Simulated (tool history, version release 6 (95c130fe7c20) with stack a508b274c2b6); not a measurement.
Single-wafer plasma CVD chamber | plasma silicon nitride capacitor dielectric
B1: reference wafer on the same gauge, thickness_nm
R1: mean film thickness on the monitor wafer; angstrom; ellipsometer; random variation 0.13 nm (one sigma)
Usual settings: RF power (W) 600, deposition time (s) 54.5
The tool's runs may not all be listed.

run 1 hour=0.0 | RF_power_(W)=600 deposition_time_(s)=57.8 | B1=65.601 | R1=826.47
run 2 hour=14.9 | RF_power_(W)=600 deposition_time_(s)=57.8 | B1=65.601 | R1=826.82
run 3 hour=25.8 | RF_power_(W)=540 deposition_time_(s)=54.5 | B1=65.606 | R1=752.83
run 4 hour=36.8 | RF_power_(W)=540 deposition_time_(s)=54.5 | B1=65.580 | R1=754.82
run 5 hour=48.6 | RF_power_(W)=540 deposition_time_(s)=54.5 | B1=65.602 | R1=751.24
run 6 hour=63.4 | RF_power_(W)=600 deposition_time_(s)=47.0 | B1=65.629 | R1=669.70
run 7 hour=75.3 | RF_power_(W)=600 deposition_time_(s)=57.0 | B1=65.632 | R1=815.06
run 8 hour=86.8 | RF_power_(W)=600 deposition_time_(s)=57.0 | B1=65.608 | R1=814.79
run 9 hour=93.9 | RF_power_(W)=600 deposition_time_(s)=57.0 | B1=65.582 | R1=815.12
run 10 hour=103.6 | RF_power_(W)=600 deposition_time_(s)=47.7 | B1=65.577 | R1=680.95
run 11 hour=115.9 | RF_power_(W)=550 deposition_time_(s)=54.5 | B1=65.581 | R1=756.35
run 12 hour=123.7 | RF_power_(W)=600 deposition_time_(s)=54.5 | B1=65.578 | R1=777.16
run 13 hour=133.0 | RF_power_(W)=600 deposition_time_(s)=54.5 | B1=65.598 | R1=779.98
run 14 hour=147.6 | RF_power_(W)=600 deposition_time_(s)=54.5 | B1=65.605 | R1=777.55
run 15 hour=160.0 | RF_power_(W)=525 deposition_time_(s)=48.5 | B1=65.606 | R1=664.49
run 16 hour=175.7 | RF_power_(W)=525 deposition_time_(s)=48.5 | B1=65.587 | R1=660.19
run 17 hour=191.5 | RF_power_(W)=600 deposition_time_(s)=57.9 | B1=65.592 | R1=851.69
run 18 hour=207.2 | RF_power_(W)=600 deposition_time_(s)=57.9 | B1=65.581 | R1=847.93
run 19 hour=221.3 | RF_power_(W)=600 deposition_time_(s)=57.9 | B1=65.570 | R1=849.92
run 20 hour=233.5 | RF_power_(W)=600 deposition_time_(s)=54.5 | B1=65.646 | R1=802.19
run 21 hour=247.6 | RF_power_(W)=600 deposition_time_(s)=57.6 | B1=65.585 | R1=844.98
run 22 hour=256.3 | RF_power_(W)=600 deposition_time_(s)=54.5 | B1=65.548 | R1=802.36
run 23 hour=266.7 | RF_power_(W)=600 deposition_time_(s)=47.1 | B1=65.571 | R1=692.63
run 24 hour=275.8 | RF_power_(W)=675 deposition_time_(s)=54.5 | B1=65.583 | R1=830.87
run 25 hour=295.9 | RF_power_(W)=640 deposition_time_(s)=54.5 | B1=65.602 | R1=815.39
run 26 hour=308.5 | RF_power_(W)=600 deposition_time_(s)=54.5 | B1=65.541 | R1=801.86
run 27 hour=314.9 | RF_power_(W)=600 deposition_time_(s)=54.5 | B1=65.620 | R1=800.95
run 28 hour=332.4 | RF_power_(W)=670 deposition_time_(s)=57.4 | B1=65.609 | R1=870.73
run 29 hour=349.8 | RF_power_(W)=680 deposition_time_(s)=47.5 | B1=65.639 | R1=725.57
run 30 hour=356.8 | RF_power_(W)=700 deposition_time_(s)=62.6 | B1=65.561 | R1=966.48
run 31 hour=398.1 | RF_power_(W)=600 deposition_time_(s)=54.5 | B1=65.598 | R1=797.83
run 32 hour=413.5 | RF_power_(W)=600 deposition_time_(s)=47.8 | B1=65.595 | R1=700.86
run 33 hour=419.6 | RF_power_(W)=600 deposition_time_(s)=54.5 | B1=65.594 | R1=797.81
run 34 hour=430.4 | RF_power_(W)=600 deposition_time_(s)=54.5 | B1=65.625 | R1=797.75
run 35 hour=439.1 | RF_power_(W)=485 deposition_time_(s)=48.3 | B1=65.657 | R1=661.30
run 36 hour=445.9 | RF_power_(W)=705 deposition_time_(s)=54.5 | B1=65.581 | R1=844.39
run 37 hour=452.1 | RF_power_(W)=600 deposition_time_(s)=54.5 | B1=65.597 | R1=799.40
run 38 hour=461.7 | RF_power_(W)=600 deposition_time_(s)=57.9 | B1=65.639 | R1=846.03
run 39 hour=474.7 | RF_power_(W)=700 deposition_time_(s)=46.3 | B1=65.577 | R1=713.51
run 40 hour=492.3 | RF_power_(W)=565 deposition_time_(s)=47.4 | B1=65.608 | R1=679.74
run 41 hour=507.5 | RF_power_(W)=600 deposition_time_(s)=54.5 | B1=65.584 | R1=799.91
run 42 hour=514.8 | RF_power_(W)=535 deposition_time_(s)=64.5 | B1=65.552 | R1=908.71
run 43 hour=524.5 | RF_power_(W)=600 deposition_time_(s)=54.5 | B1=65.609 | R1=798.44
run 44 hour=534.5 | RF_power_(W)=520 deposition_time_(s)=46.0 | B1=65.604 | R1=644.36
run 45 hour=546.9 | RF_power_(W)=715 deposition_time_(s)=46.4 | B1=65.599 | R1=719.19

Taken out of this log: 3 entries between the listed runs. Where each belongs, and how the hidden state differs across it:
Between runs 16 and 17: RF generator calibrated (hour 191.0)
  delivered RF power above the setpoint (%): -9.17 -> -0.342
  measured less the result without the state, R1: -20.95 -> -0.95 angstrom
Between runs 24 and 25: showerhead replaced (hour 289.3)
  delivered RF power above the setpoint (%): -0.683 -> -0.764
  measured less the result without the state, R1: -1.85 -> -2.03 angstrom
Between runs 29 and 30: gauge calibrated (hour 351.1)
  delivered RF power above the setpoint (%): -0.982 -> -1.01
  measured less the result without the state, R1: -2.32 -> -3.18 angstrom

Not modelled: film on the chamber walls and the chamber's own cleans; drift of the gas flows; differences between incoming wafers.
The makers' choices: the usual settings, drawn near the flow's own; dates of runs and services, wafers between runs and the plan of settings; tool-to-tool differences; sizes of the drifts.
